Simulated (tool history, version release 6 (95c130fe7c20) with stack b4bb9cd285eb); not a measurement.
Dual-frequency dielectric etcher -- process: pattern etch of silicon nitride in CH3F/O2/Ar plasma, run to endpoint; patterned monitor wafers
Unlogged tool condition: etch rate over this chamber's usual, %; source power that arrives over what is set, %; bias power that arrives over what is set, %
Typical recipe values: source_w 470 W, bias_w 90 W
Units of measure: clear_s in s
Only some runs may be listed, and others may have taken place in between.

run,hour,source_w,bias_w,wafers since the last listed run,hours since the last wet clean,hours since the last source power generator calibration,hours since the last bias power generator calibration,hours since the last upper electrode change,"incoming incoming film thickness, nm",clear_s
1,0,470,90,0,103.4,1653.9,1898.7,3449.4,54.5,75.9
2,21.2,470,90,151,124.6,1675.1,1919.9,3470.6,54.3,74.8
3,33.7,470,103,89,137.1,1687.6,1932.4,3483.1,54.8,71.8
4,64.5,470,103,219,167.9,1718.4,1963.2,3513.9,55,71.8
5,95.7,470,90,222,199.1,1749.6,1994.4,3545.1,54.3,75
6,116.1,470,102,145,219.5,1770,2014.8,3565.5,54.2,71.2
7,148.7,470,102,232,252.1,1802.6,2047.4,3598.1,54.5,72.2
8,165.9,470,102,122,269.3,1819.8,2064.6,3615.3,54.6,72.2
9,197,390,90,221,300.4,1850.9,2095.7,3646.4,53.9,80.6
10,220.9,390,90,170,324.3,1874.8,2119.6,3670.3,54.6,82.5
11,241.5,470,90,146,344.9,1895.4,2140.2,3690.9,54.6,76.8
# hour 275.6: upper electrode replaced
12,276.1,470,90,75,379.5,1930,2174.8,0.5,54.5,77.5
13,287.3,470,90,79,390.7,1941.2,2186,11.7,54.3,77.4
14,315.7,470,90,202,419.1,1969.6,2214.4,40.1,54.7,78.8
# hour 327.7: bias power generator calibrated
# hour 348.5: wet clean of the chamber
15,350.1,570,105,68,1.6,2004,22.4,74.5,54.4,64.5
16,365.4,400,73,108,16.9,2019.3,37.7,89.8,53.8,84.2
17,392.9,470,103,195,44.4,2046.8,65.2,117.3,54.9,71.4
18,407.5,530,76,104,59,2061.4,79.8,131.9,54.2,76.1

Expected results for the next run?
19,420.8,560,90,94,72.3,2074.7,93.1,145.2,55.4,?

clear_s: 71 s
Without the tool's hidden state the same run would have given clear_s 70.4 s.

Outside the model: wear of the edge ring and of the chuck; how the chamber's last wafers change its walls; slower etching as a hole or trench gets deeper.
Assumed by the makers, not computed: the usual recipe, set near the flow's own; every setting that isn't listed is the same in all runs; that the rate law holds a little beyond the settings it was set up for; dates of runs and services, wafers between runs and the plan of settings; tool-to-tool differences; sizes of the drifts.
